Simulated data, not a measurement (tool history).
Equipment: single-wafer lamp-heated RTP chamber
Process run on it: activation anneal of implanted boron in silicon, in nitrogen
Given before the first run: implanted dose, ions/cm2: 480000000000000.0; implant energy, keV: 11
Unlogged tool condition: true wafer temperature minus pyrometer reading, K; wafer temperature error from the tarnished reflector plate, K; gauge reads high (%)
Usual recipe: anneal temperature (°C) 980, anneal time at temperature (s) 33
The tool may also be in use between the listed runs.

run,hour,anneal temperature (°C),anneal time at temperature (s),wafers since the last listed run,wafers since the last pyrometer calibration,wafers since the reflector plate was cleaned,hours since the gauge calibration,"read-back reference wafer on the same gauge, sheet resistance",sheet resistance of the implanted and annealed layer (ohm/square)
1,0.0,963,33,0,5426,8330,1103.4,168.08,205.11
2,51.4,963,33,972,6398,9303,1154.8,167.99,205.59
# hour 65.4: reflector plate cleaned
# hour 96.6: pyrometer window cleaned and pyrometer calibrated
3,110.6,980,33,817,265,703,1214.0,168.00,193.09
4,181.0,980,33,1332,1597,2035,1284.4,167.97,193.55
5,230.8,980,33,942,2539,2978,1334.2,167.90,193.46
6,273.4,980,33,806,3345,3784,1376.8,168.11,193.77
7,317.2,989,42,828,4174,4612,1420.6,167.90,189.53
8,353.7,989,42,690,4865,5303,1457.1,167.92,189.52
9,422.8,989,42,1307,6172,6611,1526.2,167.85,190.15
10,465.4,1004,26,806,6978,7417,1568.8,167.96,188.10
# hour 507.5: pyrometer window cleaned and pyrometer calibrated
11,508.0,980,33,654,9,8071,1611.4,168.07,193.69
# hour 540.6: reflector plate cleaned
12,562.6,980,33,881,891,415,1666.0,167.95,194.25
13,594.3,980,33,599,1490,1015,1697.7,168.06,193.81
14,632.8,980,28,728,2219,1744,1736.2,167.97,194.04
15,663.4,980,33,579,2798,2323,1766.8,167.86,193.22
16,725.8,980,33,1180,3979,3504,1829.2,168.06,193.67
17,793.5,980,33,1281,5260,4785,1896.9,168.04,193.67
18,862.7,980,33,1309,6569,6094,1966.1,167.91,194.05
# hour 873.0: pyrometer window cleaned and pyrometer calibrated
19,920.7,994,40,946,902,7040,2024.1,168.02,189.06
20,951.7,954,42,586,1489,7627,2055.1,167.98,212.47
21,992.4,980,33,770,2259,8397,2095.8,167.99,193.14
22,1018.0,968,18,484,2743,8881,2121.4,168.08,204.21
# hour 1022.0: gauge calibrated
# hour 1074.9: reflector plate cleaned
23,1124.9,966,41,1871,4615,945,102.9,168.00,199.94
24,1173.1,963,33,912,5527,1857,151.1,167.95,204.71
25,1243.9,980,33,1339,6866,3197,221.9,168.07,193.71
26,1282.0,1006,43,720,7587,3918,260.0,167.94,186.77
# hour 1309.5: pyrometer window cleaned and pyrometer calibrated
27,1451.2,980,33,3050,2680,6968,429.2,168.13,193.73
28,1477.7,953,17,501,3181,7469,455.7,168.03,224.60
29,1518.7,1002,45,775,3957,8245,496.7,168.13,187.13
# hour 1570.0: reflector plate cleaned
30,1576.3,980,33,938,4896,119,554.3,167.83,193.56
31,1610.7,953,28,650,5547,770,588.7,167.86,218.95
# hour 1674.5: pyrometer window cleaned and pyrometer calibrated
32,1681.1,970,43,1180,124,1951,659.1,168.01,197.21
33,1735.6,1002,21,1031,1155,2982,713.6,167.99,189.25
34,1788.7,1009,43,1004,2160,3987,766.7,168.01,185.87
35,1856.5,980,14,1282,3443,5270,834.5,168.01,196.66
36,1921.8,960,45,1235,4678,6505,899.8,167.97,204.38
37,1963.6,980,33,790,5469,7296,941.6,167.92,193.62

Hidden state at the last listed run before each entry between runs and at the first one after, where it differs:
Run 2 -> run 3: reflector plate cleaned (hour 65.4); pyrometer window cleaned and pyrometer calibrated (hour 96.6)
  the hidden state is the same at both runs
Run 10 -> run 11: pyrometer window cleaned and pyrometer calibrated (hour 507.5)
  the hidden state is the same at both runs
Run 11 -> run 12: reflector plate cleaned (hour 540.6)
  the hidden state is the same at both runs
Run 18 -> run 19: pyrometer window cleaned and pyrometer calibrated (hour 873.0)
  the hidden state is the same at both runs
Run 22 -> run 23: gauge calibrated (hour 1022.0); reflector plate cleaned (hour 1074.9)
  the hidden state is the same at both runs
Run 26 -> run 27: pyrometer window cleaned and pyrometer calibrated (hour 1309.5)
  the hidden state is the same at both runs
Run 29 -> run 30: reflector plate cleaned (hour 1570.0)
  the hidden state is the same at both runs
Run 31 -> run 32: pyrometer window cleaned and pyrometer calibrated (hour 1674.5)
  the hidden state is the same at both runs

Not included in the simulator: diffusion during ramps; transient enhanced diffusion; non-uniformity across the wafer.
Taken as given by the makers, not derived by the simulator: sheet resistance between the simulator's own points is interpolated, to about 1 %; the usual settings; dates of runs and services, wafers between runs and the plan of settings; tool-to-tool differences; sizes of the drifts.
